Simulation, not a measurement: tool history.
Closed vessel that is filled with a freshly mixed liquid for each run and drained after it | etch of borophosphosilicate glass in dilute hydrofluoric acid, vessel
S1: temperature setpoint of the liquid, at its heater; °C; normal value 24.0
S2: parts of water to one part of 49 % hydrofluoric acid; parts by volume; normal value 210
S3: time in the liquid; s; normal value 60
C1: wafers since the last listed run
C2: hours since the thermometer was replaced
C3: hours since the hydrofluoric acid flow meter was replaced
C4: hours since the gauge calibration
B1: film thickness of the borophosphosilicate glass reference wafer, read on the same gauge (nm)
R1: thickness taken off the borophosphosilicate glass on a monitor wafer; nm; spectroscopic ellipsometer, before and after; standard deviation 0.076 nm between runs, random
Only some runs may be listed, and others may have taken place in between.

Run 1, hour 0.0: usual settings; C1 0; C2 889.7; C3 287.8; C4 810.6; B1 30.01. Result: R1 9.87 nm.
Run 2, hour 36.8: usual settings but S1 20.0 °C; C1 4506; C2 926.5; C3 324.6; C4 847.4; B1 29.99. Result: R1 8.59 nm.
Run 3, hour 129.0: usual settings; C1 11290; C2 1018.7; C3 416.8; C4 939.6; B1 30.02. Result: R1 9.95 nm.
Run 4, hour 212.0: usual settings; C1 10163; C2 1101.7; C3 499.8; C4 1022.6; B1 30.01. Result: R1 9.90 nm.
Run 5, hour 309.5: usual settings but S1 26.5 °C, S3 35 s; C1 11939; C2 1199.2; C3 597.3; C4 1120.1; B1 29.99. Result: R1 6.30 nm.
Run 6, hour 412.1: usual settings but S1 26.5 °C, S3 35 s; C1 12563; C2 1301.8; C3 699.9; C4 1222.7; B1 30.00. Result: R1 6.23 nm.
At hour 437.1: gauge calibrated.
Run 7, hour 510.2: usual settings but S1 26.5 °C, S3 35 s; C1 12012; C2 1399.9; C3 798.0; C4 73.1; B1 30.00. Result: R1 6.19 nm.
Run 8, hour 556.7: usual settings but S1 22.0 °C, S2 105 parts by volume; C1 5694; C2 1446.4; C3 844.5; C4 119.6; B1 29.99. Result: R1 19.95 nm.
At hour 612.4: hydrofluoric acid flow meter replaced.
Run 9, hour 619.3: usual settings but S1 27.5 °C, S3 70 s; C1 7543; C2 1509.0; C3 6.9; C4 182.2; B1 29.98. Result: R1 13.52 nm.
At hour 631.1: thermometer replaced.
Run 10, hour 666.0: usual settings but S1 26.0 °C, S2 140 parts by volume; C1 5596; C2 34.9; C3 53.6; C4 228.9; B1 30.00. Result: R1 17.83 nm.
Run 11, hour 766.0: usual settings but S1 21.5 °C, S2 240 parts by volume, S3 45 s; C1 12245; C2 134.9; C3 153.6; C4 328.9; B1 29.97. Result: R1 5.77 nm.
Run 12, hour 807.0: usual settings; C1 5020; C2 175.9; C3 194.6; C4 369.9; B1 30.01. Result: R1 10.01 nm.
Run 13, hour 901.6: usual settings but S1 21.5 °C, S3 75 s; C1 11584; C2 270.5; C3 289.2; C4 464.5; B1 29.99. Result: R1 11.34 nm.
Run 14, hour 1008.8: usual settings but S1 26.0 °C, S2 140 parts by volume; C1 13127; C2 377.7; C3 396.4; C4 571.7; B1 30.01. Result: R1 17.30 nm.
Run 15, hour 1110.8: usual settings but S1 21.5 °C, S2 240 parts by volume, S3 45 s; C1 12490; C2 479.7; C3 498.4; C4 673.7; B1 29.99. Result: R1 5.71 nm.

Alternative continuations, all from the tool just after run 15; predict every row:
Run A, hour 1111.5: usual settings; C1 85; C2 480.4; C3 499.1; C4 674.4; B1 ?. Result: R1 ?.
Run B, hour 1111.5: usual settings but S1 20.0 °C, S3 50 s; C1 85; C2 480.4; C3 499.1; C4 674.4; B1 ?. Result: R1 ?.
Run C, hour 1111.5: usual settings but S3 30 s; C1 85; C2 480.4; C3 499.1; C4 674.4; B1 ?. Result: R1 ?.

run     B1    R1
  A  29.97  9.71
  B  29.97  6.97
  C  29.97  4.86
With no hidden state in the tool, these same runs would have given:
run     R1
  A  10.07
  B   7.22
  C   5.04
